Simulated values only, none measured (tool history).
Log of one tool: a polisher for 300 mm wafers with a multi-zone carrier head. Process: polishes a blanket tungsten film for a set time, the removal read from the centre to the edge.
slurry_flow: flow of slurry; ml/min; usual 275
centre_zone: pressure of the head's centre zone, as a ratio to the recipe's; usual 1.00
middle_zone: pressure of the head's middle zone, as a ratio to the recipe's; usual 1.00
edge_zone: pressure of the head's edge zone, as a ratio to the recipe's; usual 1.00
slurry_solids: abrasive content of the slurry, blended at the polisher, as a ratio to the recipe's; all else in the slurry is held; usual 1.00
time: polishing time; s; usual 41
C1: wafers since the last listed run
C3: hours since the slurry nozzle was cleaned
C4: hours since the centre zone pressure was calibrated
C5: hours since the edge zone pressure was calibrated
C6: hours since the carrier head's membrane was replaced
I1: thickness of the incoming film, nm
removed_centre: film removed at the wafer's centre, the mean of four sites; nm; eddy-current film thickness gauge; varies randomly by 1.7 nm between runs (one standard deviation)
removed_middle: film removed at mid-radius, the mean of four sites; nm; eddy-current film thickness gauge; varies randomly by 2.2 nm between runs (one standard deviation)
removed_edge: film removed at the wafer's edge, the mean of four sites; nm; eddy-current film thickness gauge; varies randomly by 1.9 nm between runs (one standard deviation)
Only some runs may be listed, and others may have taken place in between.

Run 1, hour 0.0: usual settings but centre_zone 0.96; C1 0; wafers polished on this pad 362; C3 176.4; C4 668.1; C5 1142.6; C6 1151.1; I1 963.8. Result: removed_centre 164.0 nm, removed_middle 168.5 nm, removed_edge 170.7 nm.
Run 2, hour 17.5: usual settings; C1 207; wafers polished on this pad 570; C3 193.9; C4 685.6; C5 1160.1; C6 1168.6; I1 969.0. Result: removed_centre 172.5 nm, removed_middle 166.4 nm, removed_edge 168.7 nm.
Run 3, hour 41.8: usual settings; C1 288; wafers polished on this pad 858; C3 218.2; C4 709.9; C5 1184.4; C6 1192.9; I1 955.7. Result: removed_centre 169.6 nm, removed_middle 165.8 nm, removed_edge 167.4 nm.
Run 4, hour 73.3: usual settings; C1 373; wafers polished on this pad 1232; C3 249.7; C4 741.4; C5 1215.9; C6 1224.4; I1 970.9. Result: removed_centre 169.9 nm, removed_middle 165.9 nm, removed_edge 167.8 nm.
At hour 91.8: worn pad replaced by a new one.
Run 5, hour 96.6: usual settings; C1 229; wafers polished on this pad 56; C3 273.0; C4 764.7; C5 1239.2; C6 1247.7; I1 953.6. Result: removed_centre 162.7 nm, removed_middle 158.3 nm, removed_edge 169.2 nm.
Run 6, hour 121.8: usual settings; C1 299; wafers polished on this pad 355; C3 298.2; C4 789.9; C5 1264.4; C6 1272.9; I1 957.5. Result: removed_centre 163.9 nm, removed_middle 160.2 nm, removed_edge 163.4 nm.
At hour 129.4: centre zone pressure recalibrated.
Run 7, hour 142.4: usual settings; C1 220; wafers polished on this pad 576; C3 318.8; C4 13.0; C5 1285.0; C6 1293.5; I1 945.6. Result: removed_centre 163.9 nm, removed_middle 159.9 nm, removed_edge 161.3 nm.
At hour 161.2: carrier head's membrane replaced by a new one.
Run 8, hour 166.0: usual settings but centre_zone 0.96; C1 220; wafers polished on this pad 797; C3 342.4; C4 36.6; C5 1308.6; C6 4.8; I1 974.3. Result: removed_centre 150.7 nm, removed_middle 154.7 nm, removed_edge 160.5 nm.
Run 9, hour 181.7: usual settings but middle_zone 0.92, slurry_solids 0.80; C1 186; wafers polished on this pad 983; C3 358.1; C4 52.3; C5 1324.3; C6 20.5; I1 974.5. Result: removed_centre 147.4 nm, removed_middle 140.1 nm, removed_edge 152.0 nm.
At hour 186.9: slurry nozzle cleaned.
At hour 190.4: worn pad replaced by a new one.
Run 10, hour 198.9: usual settings; C1 151; wafers polished on this pad 101; C3 12.0; C4 69.5; C5 1341.5; C6 37.7; I1 962.2. Result: removed_centre 175.2 nm, removed_middle 171.6 nm, removed_edge 171.5 nm.
Run 11, hour 234.1: usual settings but middle_zone 0.93, edge_zone 1.08, slurry_solids 0.80; C1 417; wafers polished on this pad 519; C3 47.2; C4 104.7; C5 1376.7; C6 72.9; I1 973.4. Result: removed_centre 169.1 nm, removed_middle 156.1 nm, removed_edge 171.8 nm.
Run 12, hour 256.8: usual settings but edge_zone 1.05; C1 269; wafers polished on this pad 788; C3 69.9; C4 127.4; C5 1399.4; C6 95.6; I1 959.5. Result: removed_centre 175.5 nm, removed_middle 169.3 nm, removed_edge 175.1 nm.
Run 13, hour 280.3: usual settings but slurry_flow 345 ml/min, middle_zone 1.05; C1 278; wafers polished on this pad 1067; C3 93.4; C4 150.9; C5 1422.9; C6 119.1; I1 969.4. Result: removed_centre 178.7 nm, removed_middle 181.6 nm, removed_edge 174.5 nm.
At hour 288.3: worn pad replaced by a new one.
At hour 298.2: edge zone pressure recalibrated.
Run 14, hour 298.7: usual settings; C1 147; wafers polished on this pad 99; C3 111.8; C4 169.3; C5 0.5; C6 137.5; I1 962.9. Result: removed_centre 176.1 nm, removed_middle 170.4 nm, removed_edge 168.3 nm.
Run 15, hour 326.1: usual settings but slurry_flow 340 ml/min, middle_zone 0.89, edge_zone 0.89, slurry_solids 0.75; C1 325; wafers polished on this pad 425; C3 139.2; C4 196.7; C5 27.9; C6 164.9; I1 963.7. Result: removed_centre 169.2 nm, removed_middle 147.2 nm, removed_edge 157.7 nm.
Run 16, hour 353.1: usual settings but middle_zone 1.08, slurry_solids 0.85, time 28 s; C1 320; wafers polished on this pad 745; C3 166.2; C4 223.7; C5 54.9; C6 191.9; I1 957.9. Result: removed_centre 111.9 nm, removed_middle 119.8 nm, removed_edge 112.7 nm.
Run 17, hour 371.4: usual settings but slurry_flow 325 ml/min, middle_zone 0.89; C1 217; wafers polished on this pad 962; C3 184.5; C4 242.0; C5 73.2; C6 210.2; I1 960.6. Result: removed_centre 176.6 nm, removed_middle 156.4 nm, removed_edge 172.5 nm.
At hour 392.1: worn pad replaced by a new one.
Run 18, hour 397.5: usual settings; C1 262; wafers polished on this pad 64; C3 210.6; C4 268.1; C5 99.3; C6 236.3; I1 956.9. Result: removed_centre 169.6 nm, removed_middle 167.8 nm, removed_edge 168.8 nm.
Run 19, hour 432.2: usual settings but slurry_solids 1.30; C1 411; wafers polished on this pad 476; C3 245.3; C4 302.8; C5 134.0; C6 271.0; I1 945.2. Result: removed_centre 180.7 nm, removed_middle 176.5 nm, removed_edge 178.3 nm.
Run 20, hour 461.2: usual settings but edge_zone 1.03, slurry_solids 1.15; C1 344; wafers polished on this pad 820; C3 274.3; C4 331.8; C5 163.0; C6 300.0; I1 962.7. Result: removed_centre 168.8 nm, removed_middle 170.5 nm, removed_edge 173.3 nm.

What if the next run were any one of these 5? Each begins from the tool's condition after run 20:
Run A, hour 461.6: usual settings; C1 4; wafers polished on this pad 825; C3 274.7; C4 332.2; C5 163.4; C6 300.4; I1 959.3. Result: removed_centre ?, removed_middle ?, removed_edge ?.
Run B, hour 461.6: usual settings but centre_zone 0.90, edge_zone 1.06; C1 4; wafers polished on this pad 825; C3 274.7; C4 332.2; C5 163.4; C6 300.4; I1 959.3. Result: removed_centre ?, removed_middle ?, removed_edge ?.
Run C, hour 461.6: usual settings but slurry_flow 190 ml/min, centre_zone 1.03, edge_zone 1.04, slurry_solids 1.15; C1 4; wafers polished on this pad 825; C3 274.7; C4 332.2; C5 163.4; C6 300.4; I1 959.3. Result: removed_centre ?, removed_middle ?, removed_edge ?.
Run D, hour 461.6: usual settings but middle_zone 1.10; C1 4; wafers polished on this pad 825; C3 274.7; C4 332.2; C5 163.4; C6 300.4; I1 959.3. Result: removed_centre ?, removed_middle ?, removed_edge ?.
Run E, hour 461.6: usual settings but slurry_flow 360 ml/min, time 37 s; C1 4; wafers polished on this pad 825; C3 274.7; C4 332.2; C5 163.4; C6 300.4; I1 959.3. Result: removed_centre ?, removed_middle ?, removed_edge ?.

run  removed_centre  removed_middle  removed_edge
  A           166.7           163.9         167.7
  B           149.9           164.0         172.6
  C           162.6           156.5         166.6
  D           166.8           177.8         167.5
  E           156.8           153.5         155.6
Stripped of hidden state, with their random variation kept, the same runs would have yielded:
run  removed_centre  removed_middle  removed_edge
  A           174.2           170.5         172.8
  B           156.6           170.6         177.8
  C           173.7           166.0         173.9
  D           174.3           184.9         172.6
  E           162.0           158.2         159.2
